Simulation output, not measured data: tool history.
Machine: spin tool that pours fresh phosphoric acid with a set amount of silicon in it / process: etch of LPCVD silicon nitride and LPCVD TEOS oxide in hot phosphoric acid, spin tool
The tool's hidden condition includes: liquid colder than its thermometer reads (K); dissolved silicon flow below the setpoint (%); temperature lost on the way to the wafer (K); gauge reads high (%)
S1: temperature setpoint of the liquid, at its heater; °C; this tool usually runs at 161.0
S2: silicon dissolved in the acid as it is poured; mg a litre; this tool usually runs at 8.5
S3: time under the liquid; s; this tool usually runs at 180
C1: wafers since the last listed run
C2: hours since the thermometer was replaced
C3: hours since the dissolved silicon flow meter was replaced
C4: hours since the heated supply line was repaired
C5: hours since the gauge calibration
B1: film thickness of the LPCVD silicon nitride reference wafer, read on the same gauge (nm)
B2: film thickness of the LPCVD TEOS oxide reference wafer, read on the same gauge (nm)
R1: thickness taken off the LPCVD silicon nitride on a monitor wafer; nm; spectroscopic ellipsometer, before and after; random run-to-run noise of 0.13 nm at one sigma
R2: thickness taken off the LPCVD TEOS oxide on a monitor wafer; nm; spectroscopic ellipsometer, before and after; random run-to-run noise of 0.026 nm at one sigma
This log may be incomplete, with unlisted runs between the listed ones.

run 1 hour=0.0 | S1=161.0 S2=8.5 S3=180 | C1=0 C2=562.3 C3=1042.2 C4=1902.2 C5=748.3 | B1=144.50 B2=96.320 | R1=12.99 R2=0.560
run 2 hour=16.8 | S1=161.0 S2=8.5 S3=180 | C1=81 C2=579.1 C3=1059.0 C4=1919.0 C5=765.1 | B1=144.49 B2=96.303 | R1=13.14 R2=0.528
run 3 hour=36.3 | S1=159.5 S2=8.5 S3=210 | C1=94 C2=598.6 C3=1078.5 C4=1938.5 C5=784.6 | B1=144.44 B2=96.305 | R1=14.55 R2=0.530
run 4 hour=56.0 | S1=161.0 S2=8.5 S3=240 | C1=95 C2=618.3 C3=1098.2 C4=1958.2 C5=804.3 | B1=144.44 B2=96.346 | R1=17.33 R2=0.619
-- hour=81.7 gauge calibrated
run 5 hour=88.2 | S1=161.0 S2=8.5 S3=240 | C1=156 C2=650.5 C3=1130.4 C4=1990.4 C5=6.5 | B1=149.65 B2=99.775 | R1=18.37 R2=0.710
run 6 hour=100.5 | S1=161.0 S2=8.5 S3=240 | C1=59 C2=662.8 C3=1142.7 C4=2002.7 C5=18.8 | B1=149.42 B2=99.577 | R1=18.33 R2=0.691
run 7 hour=113.1 | S1=161.0 S2=10.0 S3=180 | C1=61 C2=675.4 C3=1155.3 C4=2015.3 C5=31.4 | B1=149.20 B2=99.491 | R1=13.60 R2=0.457
run 8 hour=134.8 | S1=161.0 S2=10.0 S3=180 | C1=105 C2=697.1 C3=1177.0 C4=2037.0 C5=53.1 | B1=148.86 B2=99.231 | R1=13.68 R2=0.497
run 9 hour=148.5 | S1=161.0 S2=10.0 S3=180 | C1=66 C2=710.8 C3=1190.7 C4=2050.7 C5=66.8 | B1=148.62 B2=99.097 | R1=13.61 R2=0.509
run 10 hour=178.2 | S1=159.0 S2=8.5 S3=180 | C1=144 C2=740.5 C3=1220.4 C4=2080.4 C5=96.5 | B1=148.23 B2=98.799 | R1=12.70 R2=0.431
-- hour=181.1 thermometer replaced
run 11 hour=198.8 | S1=159.5 S2=4.5 S3=265 | C1=95 C2=17.7 C3=1241.0 C4=2101.0 C5=117.1 | B1=147.99 B2=98.659 | R1=19.09 R2=0.747
run 12 hour=226.9 | S1=159.5 S2=4.5 S3=265 | C1=136 C2=45.8 C3=1269.1 C4=2129.1 C5=145.2 | B1=147.67 B2=98.437 | R1=19.19 R2=0.711
run 13 hour=260.7 | S1=161.0 S2=15.0 S3=180 | C1=164 C2=79.6 C3=1302.9 C4=2162.9 C5=179.0 | B1=147.25 B2=98.182 | R1=13.41 R2=0.415
-- hour=288.1 dissolved silicon flow meter replaced
-- hour=290.8 heated supply line repaired
run 14 hour=291.4 | S1=162.5 S2=8.5 S3=240 | C1=139 C2=110.3 C3=3.3 C4=0.6 C5=209.7 | B1=146.99 B2=98.012 | R1=18.44 R2=0.804
run 15 hour=319.0 | S1=161.0 S2=8.5 S3=180 | C1=134 C2=137.9 C3=30.9 C4=28.2 C5=237.3 | B1=146.75 B2=97.865 | R1=13.58 R2=0.512
run 16 hour=354.5 | S1=163.5 S2=2.0 S3=180 | C1=172 C2=173.4 C3=66.4 C4=63.7 C5=272.8 | B1=146.53 B2=97.678 | R1=14.65 R2=0.706
run 17 hour=366.6 | S1=159.0 S2=2.0 S3=180 | C1=58 C2=185.5 C3=78.5 C4=75.8 C5=284.9 | B1=146.45 B2=97.614 | R1=12.79 R2=0.517
run 18 hour=384.6 | S1=161.0 S2=8.5 S3=180 | C1=87 C2=203.5 C3=96.5 C4=93.8 C5=302.9 | B1=146.32 B2=97.540 | R1=13.57 R2=0.488
run 19 hour=398.1 | S1=161.0 S2=4.5 S3=280 | C1=65 C2=217.0 C3=110.0 C4=107.3 C5=316.4 | B1=146.25 B2=97.494 | R1=20.49 R2=0.823
run 20 hour=416.9 | S1=161.0 S2=6.0 S3=260 | C1=91 C2=235.8 C3=128.8 C4=126.1 C5=335.2 | B1=146.15 B2=97.416 | R1=19.06 R2=0.736
run 21 hour=429.2 | S1=161.0 S2=10.5 S3=265 | C1=59 C2=248.1 C3=141.1 C4=138.4 C5=347.5 | B1=146.09 B2=97.385 | R1=19.95 R2=0.693
run 22 hour=460.5 | S1=163.5 S2=8.5 S3=145 | C1=152 C2=279.4 C3=172.4 C4=169.7 C5=378.8 | B1=145.91 B2=97.271 | R1=11.46 R2=0.434
run 23 hour=494.3 | S1=160.0 S2=8.5 S3=95 | C1=164 C2=313.2 C3=206.2 C4=203.5 C5=412.6 | B1=145.77 B2=97.163 | R1=6.86 R2=0.265

Give the tool's hidden conditions for every run:
liquid colder than its thermometer reads (K): 0 at every run
dissolved silicon flow below the setpoint (%): 0 at every run
temperature lost on the way to the wafer (K): 0 at every run
H1: gauge reads high (%)
run=1 H1=-3.67
run=2 H1=-3.68
run=3 H1=-3.69
run=4 H1=-3.71
run=5 H1=-0.239
run=6 H1=-0.387
run=7 H1=-0.532
run=8 H1=-0.766
run=9 H1=-0.904
run=10 H1=-1.18
run=11 H1=-1.36
run=12 H1=-1.57
run=13 H1=-1.81
run=14 H1=-1.99
run=15 H1=-2.15
run=16 H1=-2.32
run=17 H1=-2.37
run=18 H1=-2.45
run=19 H1=-2.5
run=20 H1=-2.57
run=21 H1=-2.62
run=22 H1=-2.72
run=23 H1=-2.82
